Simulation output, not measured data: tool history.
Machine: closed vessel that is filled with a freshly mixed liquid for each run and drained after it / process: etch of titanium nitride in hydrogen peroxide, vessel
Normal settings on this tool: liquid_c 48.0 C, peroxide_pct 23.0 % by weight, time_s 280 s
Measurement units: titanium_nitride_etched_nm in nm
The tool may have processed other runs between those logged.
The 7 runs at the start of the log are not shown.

run   hour  liquid_c  peroxide_pct  time_s  read-back film thickness of the titanium nitride reference wafer, read on the same gauge (nm)  titanium_nitride_etched_nm
  8   93.0      50.0          23.0     160                                                                                          59.98                        9.75
  9  103.1      48.0          23.0     280                                                                                          60.00                       14.86
 10  115.4      48.0          23.0     280                                                                                          59.97                       14.91
 11  126.6      48.0          23.0     280                                                                                          59.99                       15.01
 12  141.9      48.0          23.0     280                                                                                          59.99                       14.90
 13  159.2      48.0          23.0     280                                                                                          60.00                       15.01
 14  169.5      48.0          23.0     280                                                                                          60.02                       14.96
     179.0  -- gauge calibrated
 15  186.4      48.0          23.0     280                                                                                          59.95                       14.98
     191.4  -- new drum of peroxide connected
     192.6  -- thermometer replaced
 16  203.8      48.0          26.5     360                                                                                          60.00                       16.36
 17  217.9      48.0          23.0     280                                                                                          60.03                       12.20
 18  224.2      48.0          23.0     125                                                                                          60.03                        5.55
 19  230.3      48.0          23.0     280                                                                                          60.01                       12.24
 20  243.2      42.5          16.5     280                                                                                          60.04                        7.63
 21  256.0      48.0          21.5     280                                                                                          60.00                       12.17
     265.3  -- peroxide flow meter replaced
 22  273.5      48.0          23.0     280                                                                                          59.96                       12.43
 23  284.6      56.0          28.5     280                                                                                          59.99                       22.92
 24  302.5      41.5          17.5     200                                                                                          60.01                        5.11
 25  312.4      51.5          23.0     160                                                                                          59.99                        9.12
 26  329.1      55.0          18.5     130                                                                                          60.01                        9.12
 27  344.5      54.0          27.5     130                                                                                          59.98                        9.22
 28  358.0      48.0          25.0     350                                                                                          60.06                       15.97
 29  374.9      42.5          19.5     160                                                                                          60.02                        4.59
 30  388.5      48.0          23.0     280                                                                                          60.02                       12.38

Alternative continuations, all from the tool just after run 30; predict every row:
  A  389.2      48.0          23.0     440                                                                                              ?                           ?
  B  389.2      40.5          26.5     280                                                                                              ?                           ?
  C  389.2      48.0          17.5     280                                                                                              ?                           ?

run  read-back film thickness of the titanium nitride reference wafer, read on the same gauge (nm)  titanium_nitride_etched_nm
  A                                                                                          59.95                       19.59
  B                                                                                          59.95                        7.34
  C                                                                                          59.95                       11.76
Without the tool's unlogged condition, the same runs would have read:
run  titanium_nitride_etched_nm
  A                       19.29
  B                        7.22
  C                       11.58

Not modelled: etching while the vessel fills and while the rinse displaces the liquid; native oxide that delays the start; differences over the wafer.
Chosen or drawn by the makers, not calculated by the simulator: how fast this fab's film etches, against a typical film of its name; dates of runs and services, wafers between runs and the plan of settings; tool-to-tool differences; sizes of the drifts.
